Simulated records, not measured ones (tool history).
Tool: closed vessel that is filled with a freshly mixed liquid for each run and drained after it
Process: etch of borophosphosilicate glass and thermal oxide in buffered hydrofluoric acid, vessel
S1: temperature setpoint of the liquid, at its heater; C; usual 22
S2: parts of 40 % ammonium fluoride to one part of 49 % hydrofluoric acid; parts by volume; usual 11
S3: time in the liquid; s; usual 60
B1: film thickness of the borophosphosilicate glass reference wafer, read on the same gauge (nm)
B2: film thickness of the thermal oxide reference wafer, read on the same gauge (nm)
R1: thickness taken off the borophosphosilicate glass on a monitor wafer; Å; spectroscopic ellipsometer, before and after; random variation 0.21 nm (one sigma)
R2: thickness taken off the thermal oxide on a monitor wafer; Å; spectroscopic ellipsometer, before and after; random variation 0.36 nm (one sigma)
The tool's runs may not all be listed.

run	hour	S1	S2	S3	B1	B2	R1	R2
1	0	22	11	60	140.03	59.99	616.4	493.4
2	17.7	22	11	60	140.01	60.02	618.5	497.9
3	31.2	22	11	60	140.01	60.01	618.6	493.9
4	44.9	22	11	60	140.01	60.03	616.4	491.1
5	62.2	22	11	60	139.99	60.01	617.4	486.2
6	75	22	11	60	139.99	60	615.2	491.5
7	82.2	22	11	60	139.99	59.98	614.2	493.6
8	100	22	11	60	139.97	60.02	617.4	496.3
9	107.9	22	11	45	139.98	59.99	460.5	372.5
10	124.5	22	11	60	139.99	59.98	613.8	492.2
# hour 125.6: hydrofluoric acid flow meter replaced
# hour 125.8: thermometer replaced
11	132	19	11	60	140.02	59.99	595.5	475.9
# hour 132.8: gauge calibrated
12	165.5	22	13	35	139.97	60.01	347.5	282.8
13	179.8	19.5	7	90	140.01	59.99	1412.6	1129.4
14	193.7	22	11	60	140	59.97	703.6	565.5
15	204.8	24.5	11	60	139.98	60.02	800	648
16	211.8	17.5	12.5	85	140.03	59.98	684.6	545.7
17	218.3	19.5	10	80	140.02	60.01	892.4	712.5
18	235.3	24	12.5	60	139.98	60	690.9	557.5

3 ways to go on from here, each from the tool as it stands after run 18. What would each give?
A	236	22	13	60	?	?	?	?
B	236	20	9.5	35	?	?	?	?
C	236	19	12.5	90	?	?	?	?

run	B1	B2	R1	R2
A	139.99	60.03	594.1	477.6
B	139.99	60.03	415.2	332.6
C	139.99	60.03	784.7	629.4
Without the tool's hidden state the same runs would have given:
run	R1	R2
A	604.6	486.2
B	422.7	338.6
C	798.8	640.9

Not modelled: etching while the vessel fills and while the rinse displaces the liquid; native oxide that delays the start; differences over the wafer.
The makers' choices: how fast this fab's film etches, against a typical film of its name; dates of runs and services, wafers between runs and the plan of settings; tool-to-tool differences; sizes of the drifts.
